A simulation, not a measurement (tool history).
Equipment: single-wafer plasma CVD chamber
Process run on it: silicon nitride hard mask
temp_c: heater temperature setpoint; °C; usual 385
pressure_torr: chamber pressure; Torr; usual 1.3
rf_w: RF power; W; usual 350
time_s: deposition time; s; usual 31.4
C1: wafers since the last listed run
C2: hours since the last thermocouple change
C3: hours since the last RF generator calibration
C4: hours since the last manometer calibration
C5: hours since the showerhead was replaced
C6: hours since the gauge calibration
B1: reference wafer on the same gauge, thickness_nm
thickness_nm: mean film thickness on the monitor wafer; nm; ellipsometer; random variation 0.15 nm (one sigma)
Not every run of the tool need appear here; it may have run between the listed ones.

run 1 hour=0 | temp_c=385 pressure_torr=1.3 rf_w=350 time_s=35.9 | C1=0 C2=1809.1 C3=897.9 C4=655.1 C5=2817 C6=172 | B1=45.113 | thickness_nm=44.34
run 2 hour=14.3 | temp_c=385 pressure_torr=1.3 rf_w=350 time_s=35.9 | C1=292 C2=1823.4 C3=912.2 C4=669.4 C5=2831.3 C6=186.3 | B1=45.062 | thickness_nm=44.208
run 3 hour=24.9 | temp_c=385 pressure_torr=1.3 rf_w=350 time_s=35.9 | C1=216 C2=1834 C3=922.8 C4=680 C5=2841.9 C6=196.9 | B1=45.144 | thickness_nm=44.382
run 4 hour=35.8 | temp_c=385 pressure_torr=1.3 rf_w=350 time_s=31.4 | C1=222 C2=1844.9 C3=933.7 C4=690.9 C5=2852.8 C6=207.8 | B1=45.111 | thickness_nm=38.639
run 5 hour=60.5 | temp_c=385 pressure_torr=1.3 rf_w=350 time_s=31.4 | C1=504 C2=1869.6 C3=958.4 C4=715.6 C5=2877.5 C6=232.5 | B1=45.134 | thickness_nm=38.458
run 6 hour=75.5 | temp_c=385 pressure_torr=1.3 rf_w=350 time_s=31.4 | C1=306 C2=1884.6 C3=973.4 C4=730.6 C5=2892.5 C6=247.5 | B1=45.12 | thickness_nm=38.423
run 7 hour=93.3 | temp_c=385 pressure_torr=1.3 rf_w=350 time_s=31.4 | C1=363 C2=1902.4 C3=991.2 C4=748.4 C5=2910.3 C6=265.3 | B1=45.14 | thickness_nm=38.52
run 8 hour=140.1 | temp_c=385 pressure_torr=1.3 rf_w=350 time_s=31.4 | C1=956 C2=1949.2 C3=1038 C4=795.2 C5=2957.1 C6=312.1 | B1=45.062 | thickness_nm=38.041
run 9 hour=150.5 | temp_c=385 pressure_torr=1.3 rf_w=350 time_s=31.4 | C1=212 C2=1959.6 C3=1048.4 C4=805.6 C5=2967.5 C6=322.5 | B1=45.191 | thickness_nm=38.243
run 10 hour=163 | temp_c=385 pressure_torr=1.3 rf_w=350 time_s=31.4 | C1=255 C2=1972.1 C3=1060.9 C4=818.1 C5=2980 C6=335 | B1=45.079 | thickness_nm=38.209
run 11 hour=176.8 | temp_c=385 pressure_torr=1.3 rf_w=350 time_s=31.4 | C1=282 C2=1985.9 C3=1074.7 C4=831.9 C5=2993.8 C6=348.8 | B1=45.162 | thickness_nm=38.141
-- hour=188.7 showerhead replaced
run 12 hour=189.5 | temp_c=385 pressure_torr=1.3 rf_w=350 time_s=31.4 | C1=96 C2=1998.6 C3=1087.4 C4=844.6 C5=0.8 C6=361.5 | B1=45.152 | thickness_nm=38.024
-- hour=192.8 gauge calibrated
run 13 hour=197.9 | temp_c=385 pressure_torr=1.3 rf_w=350 time_s=31.4 | C1=171 C2=2007 C3=1095.8 C4=853 C5=9.2 C6=5.1 | B1=45.075 | thickness_nm=38.109
run 14 hour=215.7 | temp_c=385 pressure_torr=1.3 rf_w=415 time_s=33.7 | C1=363 C2=2024.8 C3=1113.6 C4=870.8 C5=27 C6=22.9 | B1=45.105 | thickness_nm=44.539
-- hour=224.3 RF generator calibrated
run 15 hour=224.8 | temp_c=385 pressure_torr=1.3 rf_w=350 time_s=31.4 | C1=22 C2=2033.9 C3=0.5 C4=879.9 C5=36.1 C6=32 | B1=45.077 | thickness_nm=40.44
run 16 hour=239.4 | temp_c=392 pressure_torr=1.39 rf_w=290 time_s=31.4 | C1=298 C2=2048.5 C3=15.1 C4=894.5 C5=50.7 C6=46.6 | B1=45.164 | thickness_nm=36.86
-- hour=254.5 capacitance manometer re-zeroed and calibrated
run 17 hour=255 | temp_c=385 pressure_torr=1.3 rf_w=350 time_s=31.4 | C1=155 C2=2064.1 C3=30.7 C4=0.5 C5=66.3 C6=62.2 | B1=45.111 | thickness_nm=40.272
-- hour=274.9 thermocouple changed; heater temperature recalibrated
run 18 hour=275.4 | temp_c=373 pressure_torr=1.3 rf_w=350 time_s=35.6 | C1=253 C2=0.5 C3=51.1 C4=20.9 C5=86.7 C6=82.6 | B1=45.073 | thickness_nm=45.694
run 19 hour=287.4 | temp_c=385 pressure_torr=1.3 rf_w=350 time_s=35.9 | C1=245 C2=12.5 C3=63.1 C4=32.9 C5=98.7 C6=94.6 | B1=45.057 | thickness_nm=46.274
run 20 hour=297.9 | temp_c=385 pressure_torr=1.3 rf_w=350 time_s=35.9 | C1=214 C2=23 C3=73.6 C4=43.4 C5=109.2 C6=105.1 | B1=45.103 | thickness_nm=46.08
run 21 hour=307 | temp_c=390 pressure_torr=1.42 rf_w=415 time_s=33 | C1=185 C2=32.1 C3=82.7 C4=52.5 C5=118.3 C6=114.2 | B1=45.092 | thickness_nm=47.709
run 22 hour=324.7 | temp_c=385 pressure_torr=1.15 rf_w=380 time_s=37.3 | C1=361 C2=49.8 C3=100.4 C4=70.2 C5=136 C6=131.9 | B1=45.055 | thickness_nm=48.183
run 23 hour=342.7 | temp_c=385 pressure_torr=1.3 rf_w=350 time_s=31.4 | C1=367 C2=67.8 C3=118.4 C4=88.2 C5=154 C6=149.9 | B1=45.119 | thickness_nm=40.105

Forecast run 24:
run 24 hour=359.3 | temp_c=392 pressure_torr=1.3 rf_w=415 time_s=37.2 | C1=339 C2=84.4 C3=135 C4=104.8 C5=170.6 C6=166.5 | B1=? | thickness_nm=?

Run 24 measured B1 45.107, thickness_nm 52.132 nm.
Were there no unlogged condition in the tool, this run, its random variation unchanged, would have produced thickness_nm 52.393 nm.

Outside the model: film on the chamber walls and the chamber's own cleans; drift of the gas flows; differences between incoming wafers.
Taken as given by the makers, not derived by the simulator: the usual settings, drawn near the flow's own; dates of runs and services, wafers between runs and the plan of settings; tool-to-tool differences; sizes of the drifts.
